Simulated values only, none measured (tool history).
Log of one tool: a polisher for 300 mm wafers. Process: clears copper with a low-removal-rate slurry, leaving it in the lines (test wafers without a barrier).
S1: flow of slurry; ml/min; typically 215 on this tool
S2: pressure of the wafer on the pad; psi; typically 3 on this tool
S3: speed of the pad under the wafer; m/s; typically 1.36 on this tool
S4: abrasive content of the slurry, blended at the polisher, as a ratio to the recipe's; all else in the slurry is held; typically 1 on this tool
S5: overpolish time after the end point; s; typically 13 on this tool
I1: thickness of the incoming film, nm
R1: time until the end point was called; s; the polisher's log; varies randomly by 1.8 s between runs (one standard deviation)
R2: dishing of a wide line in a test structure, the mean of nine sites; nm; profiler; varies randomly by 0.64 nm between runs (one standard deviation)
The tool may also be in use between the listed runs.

{"run": 1, "hour": 0.0, "S1": 215, "S2": 3, "S3": 1.5, "S4": 0.8, "S5": 13, "I1": 394, "R1": 108.6, "R2": 30.4}
{"run": 2, "hour": 35.6, "S1": 215, "S2": 3, "S3": 1.36, "S4": 1.2, "S5": 13, "I1": 387.5, "R1": 106.4, "R2": 29.8}
{"hour": 47.7, "done": "head pressure recalibrated"}
{"run": 3, "hour": 56.1, "S1": 215, "S2": 3, "S3": 1.36, "S4": 1.2, "S5": 13, "I1": 391.6, "R1": 114, "R2": 30.1}
{"hour": 142.5, "done": "slurry nozzle cleaned"}
{"run": 4, "hour": 156.1, "S1": 215, "S2": 3, "S3": 1.36, "S4": 1.2, "S5": 13, "I1": 395.3, "R1": 107.1, "R2": 30.3}
{"run": 5, "hour": 190.1, "S1": 215, "S2": 3, "S3": 1.36, "S4": 1, "S5": 13, "I1": 387.9, "R1": 113.5, "R2": 29.1}
{"run": 6, "hour": 209.5, "S1": 285, "S2": 3.9, "S3": 1.36, "S4": 1, "S5": 9, "I1": 390.2, "R1": 90.4, "R2": 25}
{"run": 7, "hour": 243.8, "S1": 175, "S2": 3, "S3": 0.88, "S4": 1, "S5": 13, "I1": 387.5, "R1": 165.9, "R2": 20.2}
{"hour": 266.9, "done": "worn pad replaced by a new one"}
{"hour": 271.7, "done": "slurry blender recalibrated"}
{"run": 8, "hour": 351.7, "S1": 215, "S2": 3, "S3": 1.36, "S4": 1, "S5": 13, "I1": 385.9, "R1": 113.8, "R2": 28.4}
{"run": 9, "hour": 364.2, "S1": 215, "S2": 3, "S3": 1.36, "S4": 1, "S5": 19, "I1": 388.1, "R1": 117, "R2": 37.8}
{"hour": 389.0, "done": "slurry nozzle cleaned"}
{"run": 10, "hour": 399.8, "S1": 215, "S2": 2.4, "S3": 1.36, "S4": 1, "S5": 13, "I1": 385.7, "R1": 124.4, "R2": 26.2}
{"run": 11, "hour": 426.8, "S1": 145, "S2": 3, "S3": 1.36, "S4": 0.75, "S5": 11, "I1": 389.7, "R1": 123.2, "R2": 24}
{"run": 12, "hour": 460.7, "S1": 215, "S2": 3.7, "S3": 1.36, "S4": 1, "S5": 13, "I1": 390.9, "R1": 98.8, "R2": 31.9}
{"run": 13, "hour": 486.6, "S1": 250, "S2": 3, "S3": 0.96, "S4": 1.25, "S5": 13, "I1": 395.9, "R1": 148.2, "R2": 24.1}
{"hour": 501.3, "done": "head pressure recalibrated"}
{"run": 14, "hour": 512.9, "S1": 175, "S2": 3, "S3": 1.36, "S4": 1, "S5": 18, "I1": 395.4, "R1": 121.4, "R2": 34.4}
{"hour": 530.6, "done": "worn pad replaced by a new one"}
{"run": 15, "hour": 548.2, "S1": 215, "S2": 3, "S3": 1.36, "S4": 1, "S5": 13, "I1": 391.9, "R1": 120.6, "R2": 28.5}
{"hour": 554.8, "done": "slurry blender recalibrated"}
{"run": 16, "hour": 578.3, "S1": 275, "S2": 3.7, "S3": 1.36, "S4": 1.3, "S5": 13, "I1": 388.6, "R1": 88.6, "R2": 34}
{"run": 17, "hour": 607.5, "S1": 215, "S2": 2.2, "S3": 1.36, "S4": 1.25, "S5": 9, "I1": 397, "R1": 133.1, "R2": 18.2}
{"run": 18, "hour": 639.0, "S1": 160, "S2": 3, "S3": 1.36, "S4": 1, "S5": 13, "I1": 392, "R1": 125.7, "R2": 26.9}
{"run": 19, "hour": 657.7, "S1": 215, "S2": 3, "S3": 1.36, "S4": 1.2, "S5": 15, "I1": 389.2, "R1": 117.6, "R2": 31}
{"hour": 682.7, "done": "slurry nozzle cleaned"}
{"run": 20, "hour": 686.4, "S1": 215, "S2": 3, "S3": 0.96, "S4": 1, "S5": 13, "I1": 382.7, "R1": 145.3, "R2": 22.6}
{"run": 21, "hour": 709.3, "S1": 215, "S2": 3, "S3": 1.36, "S4": 1, "S5": 13, "I1": 385.5, "R1": 114.2, "R2": 28.9}
{"run": 22, "hour": 729.6, "S1": 215, "S2": 2.5, "S3": 1.36, "S4": 1, "S5": 13, "I1": 394.6, "R1": 127.2, "R2": 26.2}
{"run": 23, "hour": 757.2, "S1": 190, "S2": 3, "S3": 1.52, "S4": 1, "S5": 13, "I1": 390.3, "R1": 106.6, "R2": 29.6}
{"hour": 790.9, "done": "worn pad replaced by a new one"}
{"run": 24, "hour": 792.7, "S1": 215, "S2": 3, "S3": 1.36, "S4": 1, "S5": 13, "I1": 390, "R1": 114.8, "R2": 27.5}
{"run": 25, "hour": 813.0, "S1": 150, "S2": 3.4, "S3": 1.76, "S4": 1, "S5": 17, "I1": 390.7, "R1": 92.5, "R2": 39.6}
{"run": 26, "hour": 844.7, "S1": 215, "S2": 3, "S3": 1.36, "S4": 1, "S5": 13, "I1": 384.7, "R1": 114.1, "R2": 27}
{"hour": 859.6, "done": "slurry blender recalibrated"}
{"run": 27, "hour": 867.5, "S1": 215, "S2": 2.3, "S3": 1.36, "S4": 0.75, "S5": 18, "I1": 385.2, "R1": 133.3, "R2": 31.4}
{"run": 28, "hour": 893.9, "S1": 195, "S2": 3, "S3": 1.36, "S4": 1, "S5": 13, "I1": 393.8, "R1": 119.9, "R2": 28.7}

4 options for the next run, each taken on its own from the tool as it stands now. Forecast them:
{"run": "A", "hour": 894.4, "S1": 215, "S2": 3, "S3": 1.36, "S4": 1, "S5": 18, "I1": 387.8, "R1": "?", "R2": "?"}
{"run": "B", "hour": 894.4, "S1": 215, "S2": 3, "S3": 1.24, "S4": 1.1, "S5": 7, "I1": 387.8, "R1": "?", "R2": "?"}
{"run": "C", "hour": 894.4, "S1": 215, "S2": 3, "S3": 1.62, "S4": 1, "S5": 13, "I1": 387.8, "R1": "?", "R2": "?"}
{"run": "D", "hour": 894.4, "S1": 215, "S2": 3, "S3": 1.36, "S4": 1, "S5": 20, "I1": 387.8, "R1": "?", "R2": "?"}

run=A R1=113.8 R2=36
run=B R1=121.3 R2=15.8
run=C R1=97.7 R2=31.7
run=D R1=113.8 R2=38.8
Stripped of hidden state, with their random variation kept, the same runs would have yielded:
run=A R1=102.4 R2=38.8
run=B R1=109.2 R2=17.3
run=C R1=87.9 R2=34.3
run=D R1=102.4 R2=41.7
